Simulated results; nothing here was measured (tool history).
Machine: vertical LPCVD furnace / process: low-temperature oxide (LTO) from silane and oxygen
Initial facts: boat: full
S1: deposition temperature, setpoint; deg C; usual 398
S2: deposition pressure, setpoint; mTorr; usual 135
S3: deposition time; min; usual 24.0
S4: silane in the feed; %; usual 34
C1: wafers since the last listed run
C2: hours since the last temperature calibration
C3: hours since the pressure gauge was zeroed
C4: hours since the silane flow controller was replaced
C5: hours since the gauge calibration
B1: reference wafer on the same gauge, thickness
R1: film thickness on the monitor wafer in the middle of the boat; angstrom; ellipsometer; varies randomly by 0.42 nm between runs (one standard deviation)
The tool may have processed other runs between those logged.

run	hour	S1	S2	S3	S4	C1	C2	C3	C4	C5	B1	R1
1	0.0	398	135	24.0	34	0	3385.4	1162.6	4428.8	1011.2	91.02	1024.9
2	32.8	398	135	24.0	34	585	3418.2	1195.4	4461.6	1044.0	91.11	1010.3
3	59.8	398	135	24.0	34	482	3445.2	1222.4	4488.6	1071.0	91.01	1020.6
4	94.2	398	135	27.5	34	614	3479.6	1256.8	4523.0	1105.4	90.88	1169.6
5	133.5	398	135	27.5	34	701	3518.9	1296.1	4562.3	1144.7	90.95	1170.4
# hour 173.6: gauge calibrated
6	198.0	398	135	24.0	34	1151	3583.4	1360.6	4626.8	24.4	90.84	1014.6
7	256.0	398	135	24.0	34	1035	3641.4	1418.6	4684.8	82.4	91.07	1021.2
8	285.2	398	135	24.0	34	521	3670.6	1447.8	4714.0	111.6	90.97	1018.4
9	342.0	398	135	24.0	34	1014	3727.4	1504.6	4770.8	168.4	90.92	1021.6
10	377.9	398	135	24.0	34	640	3763.3	1540.5	4806.7	204.3	91.03	1020.6
11	419.6	398	135	24.0	34	744	3805.0	1582.2	4848.4	246.0	91.17	1006.4
12	444.5	398	135	24.0	34	444	3829.9	1607.1	4873.3	270.9	91.14	1013.1
13	634.2	398	135	24.0	34	3386	4019.6	1796.8	5063.0	460.6	91.12	1010.5
14	664.5	398	135	24.0	34	540	4049.9	1827.1	5093.3	490.9	90.90	1009.4
15	697.0	404	160	28.5	39	580	4082.4	1859.6	5125.8	523.4	91.02	1811.3
16	724.9	410	125	19.0	38	498	4110.3	1887.5	5153.7	551.3	91.11	970.7
17	774.3	398	135	24.0	34	881	4159.7	1936.9	5203.1	600.7	91.02	1007.5
# hour 803.6: pressure gauge zeroed
18	821.1	394	135	24.0	32	407	4206.5	17.5	5249.9	647.5	91.04	918.5
# hour 867.4: thermocouples replaced and temperature profile calibrated
19	877.6	389	165	24.0	34	580	10.2	74.0	5306.4	704.0	91.09	1116.5
20	916.2	398	135	30.5	34	689	48.8	112.6	5345.0	742.6	91.09	1293.6
# hour 957.5: silane flow controller replaced
21	1011.1	398	135	24.0	34	1265	143.7	207.5	53.6	837.5	91.01	1022.6
22	1067.8	398	120	24.0	29	1012	200.4	264.2	110.3	894.2	91.10	715.2
23	1102.0	398	105	17.0	30	610	234.6	298.4	144.5	928.4	91.01	469.3
# hour 1115.4: gauge calibrated
24	1154.5	407	150	21.5	31	937	287.1	350.9	197.0	39.1	90.88	987.5
25	1202.7	405	135	32.5	39	860	335.3	399.1	245.2	87.3	90.95	1754.6
26	1227.2	402	125	32.5	37	437	359.8	423.6	269.7	111.8	91.11	1489.3
27	1290.1	404	110	26.5	41	1122	422.7	486.5	332.6	174.7	91.01	1233.9
28	1360.0	398	135	24.0	34	1247	492.6	556.4	402.5	244.6	91.15	1010.6
29	1506.9	410	125	19.0	38	2622	639.5	703.3	549.4	391.5	90.96	982.2
30	1574.8	404	105	32.5	30	1212	707.4	771.2	617.3	459.4	90.94	959.1
31	1615.3	387	150	33.5	27	723	747.9	811.7	657.8	499.9	90.98	980.9

Consider 4 possible next runs. They are alternatives, not a sequence: every one starts from the tool as it was left by run 31. What does each give?
A	1619.9	398	135	24.0	34	82	752.5	816.3	662.4	504.5	?	?
B	1619.9	391	145	28.5	36	82	752.5	816.3	662.4	504.5	?	?
C	1619.9	404	145	15.5	34	82	752.5	816.3	662.4	504.5	?	?
D	1619.9	398	150	24.0	34	82	752.5	816.3	662.4	504.5	?	?

run	B1	R1
A	90.98	1009.4
B	90.98	1281.7
C	90.98	750.1
D	90.98	1121.7
Had the tool no hidden state, the same runs would have come out as:
run	R1
A	1000.9
B	1270.7
C	743.9
D	1112.1
